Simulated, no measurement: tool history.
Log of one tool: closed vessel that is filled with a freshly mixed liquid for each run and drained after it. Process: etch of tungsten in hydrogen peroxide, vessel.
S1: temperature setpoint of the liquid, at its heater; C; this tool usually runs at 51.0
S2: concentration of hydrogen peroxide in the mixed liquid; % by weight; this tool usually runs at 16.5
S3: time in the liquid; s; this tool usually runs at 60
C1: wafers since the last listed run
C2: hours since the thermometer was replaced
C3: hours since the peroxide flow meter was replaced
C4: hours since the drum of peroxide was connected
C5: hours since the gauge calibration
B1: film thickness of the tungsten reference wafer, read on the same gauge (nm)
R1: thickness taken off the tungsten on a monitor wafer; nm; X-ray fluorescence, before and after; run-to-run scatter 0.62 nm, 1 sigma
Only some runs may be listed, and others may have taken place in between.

run	hour	S1	S2	S3	C1	C2	C3	C4	C5	B1	R1
1	0.0	51.0	16.5	50	0	527.0	1953.1	408.6	2225.3	150.03	51.43
# hour 59.4: peroxide flow meter replaced
2	126.8	51.0	16.5	50	12312	653.8	67.4	535.4	2352.1	150.01	52.20
3	199.2	51.0	16.5	60	7086	726.2	139.8	607.8	2424.5	149.99	60.75
4	368.1	51.0	16.5	60	16531	895.1	308.7	776.7	2593.4	150.01	61.50
5	469.2	51.0	16.5	60	9895	996.2	409.8	877.8	2694.5	150.00	60.97
6	565.9	51.0	16.5	60	9464	1092.9	506.5	974.5	2791.2	150.02	60.05
# hour 591.1: thermometer replaced
7	664.8	51.0	16.5	60	9582	73.7	605.4	1073.4	2890.1	150.00	59.98
8	758.4	42.5	21.0	85	9161	167.3	699.0	1167.0	2983.7	150.00	57.40
9	818.7	57.5	18.5	85	5901	227.6	759.3	1227.3	3044.0	150.00	134.25
10	875.2	59.0	13.0	70	5529	284.1	815.8	1283.8	3100.5	150.00	98.22
11	916.1	51.0	16.5	30	4003	325.0	856.7	1324.7	3141.4	149.97	30.22
12	974.6	51.0	16.5	60	5725	383.5	915.2	1383.2	3199.9	150.02	59.30
# hour 994.9: new drum of peroxide connected
13	1017.7	55.5	16.5	60	4120	426.6	958.3	22.8	3243.0	149.99	81.51
14	1103.2	58.5	18.0	60	8368	512.1	1043.8	108.3	3328.5	150.02	102.49
15	1166.2	51.0	16.5	60	6166	575.1	1106.8	171.3	3391.5	149.99	62.92
16	1272.7	51.0	12.5	45	10423	681.6	1213.3	277.8	3498.0	150.00	40.69
17	1332.8	43.5	18.5	50	5882	741.7	1273.4	337.9	3558.1	150.00	34.68
18	1439.7	46.5	16.5	30	10462	848.6	1380.3	444.8	3665.0	150.01	23.56
# hour 1561.2: gauge calibrated
# hour 1656.7: thermometer replaced
19	1749.8	51.0	19.0	60	30253	93.1	1690.4	754.9	188.6	150.01	66.47
20	1807.9	57.0	20.0	90	5686	151.2	1748.5	813.0	246.7	150.01	145.95
21	1914.0	46.5	16.5	50	10384	257.3	1854.6	919.1	352.8	150.02	38.09
22	1976.8	58.5	14.0	75	6146	320.1	1917.4	981.9	415.6	150.00	109.63
23	2059.9	46.0	16.5	60	8133	403.2	2000.5	1065.0	498.7	150.01	44.63
24	2096.7	43.0	16.5	30	3601	440.0	2037.3	1101.8	535.5	150.00	18.60
25	2176.1	51.0	16.5	60	7771	519.4	2116.7	1181.2	614.9	150.01	60.67
26	2316.6	51.0	16.5	60	13751	659.9	2257.2	1321.7	755.4	150.00	60.75
# hour 2353.1: new drum of peroxide connected
27	2377.2	47.5	13.0	45	5833	720.5	2317.8	24.1	816.0	149.99	33.39
28	2467.3	57.5	16.5	60	8818	810.6	2407.9	114.2	906.1	149.99	94.12
29	2541.2	51.0	14.0	90	7232	884.5	2481.8	188.1	980.0	150.00	87.48
# hour 2560.5: peroxide flow meter replaced
30	2606.6	57.0	16.5	60	6303	949.9	46.1	253.5	1045.4	150.02	87.88

Forecast each of these 4 alternatives for the next run:
A	2607.3	51.0	21.0	60	68	950.6	46.8	254.2	1046.1	?	?
B	2607.3	51.0	20.0	60	68	950.6	46.8	254.2	1046.1	?	?
C	2607.3	55.5	16.5	90	68	950.6	46.8	254.2	1046.1	?	?
D	2607.3	43.0	13.0	90	68	950.6	46.8	254.2	1046.1	?	?

run	B1	R1
A	150.00	70.88
B	150.00	69.17
C	150.00	123.40
D	150.00	50.83
What these runs would have given with no unlogged condition in the tool:
run	R1
A	72.22
B	70.48
C	125.73
D	51.78
